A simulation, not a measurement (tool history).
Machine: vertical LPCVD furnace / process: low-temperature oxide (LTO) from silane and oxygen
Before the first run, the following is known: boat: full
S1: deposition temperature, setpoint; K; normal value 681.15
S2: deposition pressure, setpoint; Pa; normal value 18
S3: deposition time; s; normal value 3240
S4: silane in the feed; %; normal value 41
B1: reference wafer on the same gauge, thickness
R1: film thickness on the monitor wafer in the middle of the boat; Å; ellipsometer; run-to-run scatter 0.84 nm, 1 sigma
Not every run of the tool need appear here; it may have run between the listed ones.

| run | hour | S1 | S2 | S3 | S4 | B1 | R1 |
|---|---|---|---|---|---|---|---|
| 1 | 0 | 681.15 | 18 | 3240 | 41 | 375.97 | 3893.4 |
|  | 0 | gauge calibrated |
| 2 | 10.8 | 681.15 | 18 | 3240 | 41 | 375.89 | 3896.4 |
|  | 37.8 | pressure gauge zeroed |
|  | 55.9 | thermocouples replaced and temperature profile calibrated |
| 3 | 56.4 | 681.15 | 18 | 3240 | 41 | 375.93 | 3771.1 |
| 4 | 60.5 | 681.15 | 18 | 3240 | 41 | 375.83 | 3782.9 |
| 5 | 64.5 | 681.15 | 18 | 3240 | 41 | 375.94 | 3759 |
| 6 | 68.5 | 681.15 | 18 | 3240 | 41 | 376.11 | 3777.5 |
|  | 87 | silane flow controller replaced |
| 7 | 87.5 | 681.15 | 18 | 3240 | 41 | 375.82 | 3776.5 |
| 8 | 91.5 | 681.15 | 18 | 3240 | 41 | 375.92 | 3758.9 |
| 9 | 95.5 | 677.15 | 18 | 3240 | 33 | 375.98 | 2744.8 |
| 10 | 104.1 | 681.15 | 18 | 3240 | 41 | 375.94 | 3752.7 |
| 11 | 115.5 | 681.15 | 18 | 2580 | 41 | 375.88 | 3000.5 |
| 12 | 125.5 | 686.15 | 21.3 | 2460 | 36 | 376.19 | 3057.6 |
| 13 | 155.1 | 681.15 | 18 | 3240 | 41 | 376.11 | 3772.3 |
| 14 | 162.8 | 681.15 | 18 | 3240 | 41 | 375.86 | 3764.7 |
| 15 | 169.8 | 681.15 | 18 | 4290 | 41 | 376.23 | 4990.8 |
| 16 | 176.3 | 670.15 | 18 | 4170 | 37 | 376.14 | 3798.1 |
| 17 | 183.2 | 689.15 | 22 | 2400 | 46 | 375.89 | 4168.8 |
| 18 | 194.7 | 674.15 | 14 | 3240 | 41 | 375.99 | 2714.1 |
| 19 | 245.5 | 681.15 | 18 | 3240 | 41 | 375.93 | 3765.5 |
| 20 | 256.9 | 681.15 | 18 | 3240 | 41 | 375.83 | 3782.1 |
| 21 | 266.7 | 681.15 | 20.7 | 3570 | 41 | 376.32 | 4772.6 |
| 22 | 278.6 | 681.15 | 18 | 2550 | 38 | 375.91 | 2714.6 |
| 23 | 296.2 | 687.15 | 18 | 3240 | 41 | 375.82 | 4009.2 |
| 24 | 312.8 | 671.15 | 21.3 | 2280 | 46 | 376.33 | 3201.2 |
| 25 | 328.2 | 689.15 | 14 | 3240 | 46 | 375.93 | 3598.7 |
| 26 | 336.5 | 681.15 | 18 | 2220 | 41 | 375.97 | 2590.3 |
| 27 | 344.6 | 692.15 | 16 | 3240 | 41 | 376.08 | 3750 |
| 28 | 360.8 | 681.15 | 18 | 3240 | 41 | 375.93 | 3780 |
| 29 | 377.8 | 681.15 | 18 | 3240 | 38 | 376.19 | 3444.8 |
| 30 | 392 | 681.15 | 18 | 2460 | 41 | 376.01 | 2860.6 |

Branching from run 30: 5 alternative next runs. What would each branch give?
| A | 396.1 | 681.15 | 18 | 3240 | 41 | ? | ? |
| B | 396.1 | 685.15 | 21.3 | 4290 | 41 | ? | ? |
| C | 396.1 | 681.15 | 16.7 | 3240 | 41 | ? | ? |
| D | 396.1 | 681.15 | 21.3 | 3240 | 41 | ? | ? |
| E | 396.1 | 674.15 | 18 | 3240 | 41 | ? | ? |

| run | B1 | R1 |
|---|---|---|
| A | 375.89 | 3774.4 |
| B | 375.89 | 6177 |
| C | 375.89 | 3494.8 |
| D | 375.89 | 4473.3 |
| E | 375.89 | 3501.3 |
What these runs would have given with no unlogged condition in the tool:
| run | R1 |
|---|---|
| A | 3752.4 |
| B | 6141.6 |
| C | 3474.4 |
| D | 4447.3 |
| E | 3480.4 |
